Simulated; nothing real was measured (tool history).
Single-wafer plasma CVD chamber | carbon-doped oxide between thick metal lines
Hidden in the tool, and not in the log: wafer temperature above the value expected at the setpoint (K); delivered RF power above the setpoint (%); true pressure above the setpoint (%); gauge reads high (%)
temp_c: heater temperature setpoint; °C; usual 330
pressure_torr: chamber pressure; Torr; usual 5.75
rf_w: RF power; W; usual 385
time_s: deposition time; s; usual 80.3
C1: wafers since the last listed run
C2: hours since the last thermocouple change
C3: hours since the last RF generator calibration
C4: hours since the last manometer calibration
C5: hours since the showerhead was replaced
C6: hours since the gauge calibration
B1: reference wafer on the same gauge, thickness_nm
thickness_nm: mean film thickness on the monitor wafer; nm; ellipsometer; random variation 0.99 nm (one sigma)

run 1 day=0.000 | temp_c=330 pressure_torr=5.75 rf_w=385 time_s=70.3 | C1=0 C2=490.6 C3=1436.5 C4=2152.3 C5=4817.0 C6=544.5 | B1=407.976 | thickness_nm=323.733
run 2 day=6.742 | temp_c=330 pressure_torr=5.75 rf_w=385 time_s=70.3 | C1=2834 C2=652.4 C3=1598.3 C4=2314.1 C5=4978.8 C6=706.3 | B1=408.040 | thickness_nm=324.180
run 3 day=8.467 | temp_c=330 pressure_torr=5.75 rf_w=385 time_s=70.3 | C1=725 C2=693.8 C3=1639.7 C4=2355.5 C5=5020.2 C6=747.7 | B1=407.864 | thickness_nm=324.790
run 4 day=11.388 | temp_c=319 pressure_torr=5.75 rf_w=385 time_s=80.3 | C1=1228 C2=763.9 C3=1709.8 C4=2425.6 C5=5090.3 C6=817.8 | B1=408.221 | thickness_nm=386.137
run 5 day=13.675 | temp_c=319 pressure_torr=5.75 rf_w=385 time_s=80.3 | C1=961 C2=818.8 C3=1764.7 C4=2480.5 C5=5145.2 C6=872.7 | B1=408.288 | thickness_nm=386.078
run 6 day=15.688 | temp_c=330 pressure_torr=5.75 rf_w=385 time_s=80.3 | C1=846 C2=867.1 C3=1813.0 C4=2528.8 C5=5193.5 C6=921.0 | B1=407.861 | thickness_nm=371.934
run 7 day=17.912 | temp_c=330 pressure_torr=5.75 rf_w=385 time_s=80.3 | C1=935 C2=920.5 C3=1866.4 C4=2582.2 C5=5246.9 C6=974.4 | B1=407.979 | thickness_nm=371.016
run 8 day=20.517 | temp_c=330 pressure_torr=5.75 rf_w=385 time_s=80.3 | C1=1095 C2=983.0 C3=1928.9 C4=2644.7 C5=5309.4 C6=1036.9 | B1=407.801 | thickness_nm=371.964
-- day=26.796 RF generator calibrated
-- day=27.283 gauge calibrated
-- day=27.417 thermocouple changed; heater temperature recalibrated
run 9 day=27.438 | temp_c=330 pressure_torr=5.75 rf_w=385 time_s=80.3 | C1=2629 C2=0.5 C3=15.4 C4=2810.8 C5=5475.5 C6=3.7 | B1=407.750 | thickness_nm=370.187
run 10 day=29.150 | temp_c=330 pressure_torr=5.75 rf_w=385 time_s=80.3 | C1=720 C2=41.6 C3=56.5 C4=2851.9 C5=5516.6 C6=44.8 | B1=408.491 | thickness_nm=368.361
-- day=30.112 capacitance manometer re-zeroed and calibrated
run 11 day=30.204 | temp_c=330 pressure_torr=5.75 rf_w=385 time_s=80.3 | C1=303 C2=66.9 C3=81.8 C4=2.2 C5=5541.9 C6=70.1 | B1=408.046 | thickness_nm=371.516
run 12 day=31.904 | temp_c=330 pressure_torr=5.75 rf_w=385 time_s=80.3 | C1=714 C2=107.7 C3=122.6 C4=43.0 C5=5582.7 C6=110.9 | B1=408.150 | thickness_nm=368.537
run 13 day=33.500 | temp_c=320 pressure_torr=4.57 rf_w=455 time_s=88.8 | C1=671 C2=146.0 C3=160.9 C4=81.3 C5=5621.0 C6=149.2 | B1=408.069 | thickness_nm=436.969
run 14 day=35.162 | temp_c=330 pressure_torr=5.75 rf_w=385 time_s=80.3 | C1=699 C2=185.9 C3=200.8 C4=121.2 C5=5660.9 C6=189.1 | B1=408.186 | thickness_nm=370.307
run 15 day=37.654 | temp_c=330 pressure_torr=4.91 rf_w=330 time_s=80.3 | C1=1047 C2=245.7 C3=260.6 C4=181.0 C5=5720.7 C6=248.9 | B1=407.812 | thickness_nm=337.470
-- day=38.567 showerhead replaced
run 16 day=38.717 | temp_c=323 pressure_torr=6.96 rf_w=420 time_s=92.1 | C1=306 C2=271.2 C3=286.1 C4=206.5 C5=3.6 C6=274.4 | B1=408.005 | thickness_nm=462.409
run 17 day=46.225 | temp_c=322 pressure_torr=5.75 rf_w=385 time_s=80.3 | C1=3157 C2=451.4 C3=466.3 C4=386.7 C5=183.8 C6=454.6 | B1=407.724 | thickness_nm=382.781
run 18 day=47.538 | temp_c=343 pressure_torr=4.39 rf_w=320 time_s=69.0 | C1=551 C2=482.9 C3=497.8 C4=418.2 C5=215.3 C6=486.1 | B1=407.914 | thickness_nm=270.237
run 19 day=48.775 | temp_c=330 pressure_torr=5.00 rf_w=420 time_s=80.3 | C1=520 C2=512.6 C3=527.5 C4=447.9 C5=245.0 C6=515.8 | B1=408.149 | thickness_nm=377.283
run 20 day=50.271 | temp_c=338 pressure_torr=7.01 rf_w=410 time_s=80.3 | C1=629 C2=548.5 C3=563.4 C4=483.8 C5=280.9 C6=551.7 | B1=408.159 | thickness_nm=378.870
run 21 day=52.183 | temp_c=318 pressure_torr=6.96 rf_w=415 time_s=65.1 | C1=804 C2=594.4 C3=609.3 C4=529.7 C5=326.8 C6=597.6 | B1=408.345 | thickness_nm=334.320
run 22 day=53.783 | temp_c=330 pressure_torr=6.72 rf_w=385 time_s=80.3 | C1=672 C2=632.8 C3=647.7 C4=568.1 C5=365.2 C6=636.0 | B1=407.935 | thickness_nm=380.508
run 23 day=54.858 | temp_c=330 pressure_torr=5.75 rf_w=385 time_s=80.3 | C1=452 C2=658.6 C3=673.5 C4=593.9 C5=391.0 C6=661.8 | B1=408.006 | thickness_nm=371.885
run 24 day=56.375 | temp_c=318 pressure_torr=5.75 rf_w=310 time_s=89.9 | C1=637 C2=695.0 C3=709.9 C4=630.3 C5=427.4 C6=698.2 | B1=408.208 | thickness_nm=400.970

Measured less the same run without the tool's hidden state. The same run-to-run variation is in both; the gauge's scatter may not be:
run=1 thickness_nm=+0.437
run=2 thickness_nm=+1.330
run=3 thickness_nm=+1.562
run=4 thickness_nm=+2.644
run=5 thickness_nm=+3.055
run=6 thickness_nm=+2.886
run=7 thickness_nm=+3.215
run=8 thickness_nm=+3.619
run=9 thickness_nm=+0.720
run=10 thickness_nm=+0.975
run=11 thickness_nm=+1.143
run=12 thickness_nm=+1.390
run=13 thickness_nm=+2.197
run=14 thickness_nm=+1.890
run=15 thickness_nm=+2.065
run=16 thickness_nm=+3.107
run=17 thickness_nm=+3.963
run=18 thickness_nm=+2.278
run=19 thickness_nm=+4.024
run=20 thickness_nm=+3.871
run=21 thickness_nm=+4.613
run=22 thickness_nm=+4.837
run=23 thickness_nm=+4.890
run=24 thickness_nm=+6.318
